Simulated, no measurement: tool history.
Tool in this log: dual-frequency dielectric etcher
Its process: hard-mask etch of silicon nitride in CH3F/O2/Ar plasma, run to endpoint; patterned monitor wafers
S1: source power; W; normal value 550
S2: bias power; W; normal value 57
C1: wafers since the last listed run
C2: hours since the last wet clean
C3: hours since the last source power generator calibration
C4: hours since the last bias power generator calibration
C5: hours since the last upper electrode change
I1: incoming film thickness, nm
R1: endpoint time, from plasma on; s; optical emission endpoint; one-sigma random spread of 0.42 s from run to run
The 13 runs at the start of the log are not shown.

| run | day | S1 | S2 | C1 | C2 | C3 | C4 | C5 | I1 | R1 |
|---|---|---|---|---|---|---|---|---|---|---|
| 14 | 27.692 | 490 | 62 | 403 | 113.0 | 1717.2 | 1508.6 | 4647.6 | 39.18 | 63.9 |
| 15 | 29.850 | 490 | 62 | 548 | 164.8 | 1769.0 | 1560.4 | 4699.4 | 38.97 | 65.2 |
| 16 | 31.383 | 550 | 51 | 389 | 201.6 | 1805.8 | 1597.2 | 4736.2 | 39.23 | 64.9 |
|  | 33.396 | wet clean of the chamber, repeated, since the last time left the tool worse |
| 17 | 33.417 | 550 | 51 | 262 | 0.5 | 1854.6 | 1646.0 | 4785.0 | 38.77 | 59.9 |
|  | 33.846 | bias power generator calibrated |
| 18 | 34.783 | 510 | 69 | 305 | 33.3 | 1887.4 | 22.5 | 4817.8 | 38.57 | 56.1 |
| 19 | 37.642 | 610 | 57 | 726 | 101.9 | 1956.0 | 91.1 | 4886.4 | 39.26 | 54.2 |
| 20 | 39.775 | 550 | 47 | 542 | 153.1 | 2007.2 | 142.3 | 4937.6 | 39.21 | 62.1 |
| 21 | 40.858 | 510 | 51 | 275 | 179.1 | 2033.2 | 168.3 | 4963.6 | 39.24 | 63.2 |
|  | 42.058 | source power generator calibrated |
| 22 | 43.367 | 640 | 44 | 595 | 239.3 | 31.4 | 228.5 | 5023.8 | 39.04 | 57.2 |
| 23 | 46.304 | 550 | 57 | 746 | 309.8 | 101.9 | 299.0 | 5094.3 | 38.78 | 57.2 |
| 24 | 48.950 | 550 | 61 | 672 | 373.3 | 165.4 | 362.5 | 5157.8 | 38.90 | 56.1 |
| 25 | 50.562 | 640 | 57 | 410 | 412.0 | 204.1 | 401.2 | 5196.5 | 39.13 | 52.4 |
| 26 | 52.358 | 420 | 68 | 456 | 455.1 | 247.2 | 444.3 | 5239.6 | 39.39 | 63.4 |
|  | 53.371 | upper electrode replaced |
| 27 | 55.092 | 450 | 52 | 440 | 520.7 | 312.8 | 509.9 | 41.3 | 39.06 | 66.1 |
|  | 57.317 | wet clean of the chamber |
| 28 | 63.250 | 550 | 69 | 1820 | 142.4 | 508.6 | 705.7 | 237.1 | 39.63 | 54.2 |
| 29 | 64.596 | 550 | 57 | 342 | 174.7 | 540.9 | 738.0 | 269.4 | 39.28 | 57.5 |
| 30 | 68.912 | 620 | 46 | 1097 | 278.3 | 644.5 | 841.6 | 373.0 | 39.00 | 58.1 |
| 31 | 70.442 | 550 | 57 | 388 | 315.0 | 681.2 | 878.3 | 409.7 | 38.94 | 57.4 |
| 32 | 71.617 | 550 | 64 | 298 | 343.2 | 709.4 | 906.5 | 437.9 | 39.36 | 54.9 |
| 33 | 73.592 | 550 | 57 | 502 | 390.6 | 756.8 | 953.9 | 485.3 | 38.92 | 56.7 |
| 34 | 75.846 | 620 | 52 | 573 | 444.7 | 810.9 | 1008.0 | 539.4 | 39.19 | 54.3 |

Branching from run 34: 4 alternative next runs. What would each branch give?
| A | 75.862 | 550 | 50 | 4 | 445.1 | 811.3 | 1008.4 | 539.8 | 39.22 | ? |
| B | 75.862 | 670 | 66 | 4 | 445.1 | 811.3 | 1008.4 | 539.8 | 39.22 | ? |
| C | 75.862 | 590 | 57 | 4 | 445.1 | 811.3 | 1008.4 | 539.8 | 39.22 | ? |
| D | 75.862 | 550 | 53 | 4 | 445.1 | 811.3 | 1008.4 | 539.8 | 39.22 | ? |

| run | R1 |
|---|---|
| A | 59.7 |
| B | 48.0 |
| C | 54.5 |
| D | 58.4 |
What these runs would have given with no unlogged condition in the tool:
| run | R1 |
|---|---|
| A | 61.1 |
| B | 49.1 |
| C | 55.7 |
| D | 59.7 |

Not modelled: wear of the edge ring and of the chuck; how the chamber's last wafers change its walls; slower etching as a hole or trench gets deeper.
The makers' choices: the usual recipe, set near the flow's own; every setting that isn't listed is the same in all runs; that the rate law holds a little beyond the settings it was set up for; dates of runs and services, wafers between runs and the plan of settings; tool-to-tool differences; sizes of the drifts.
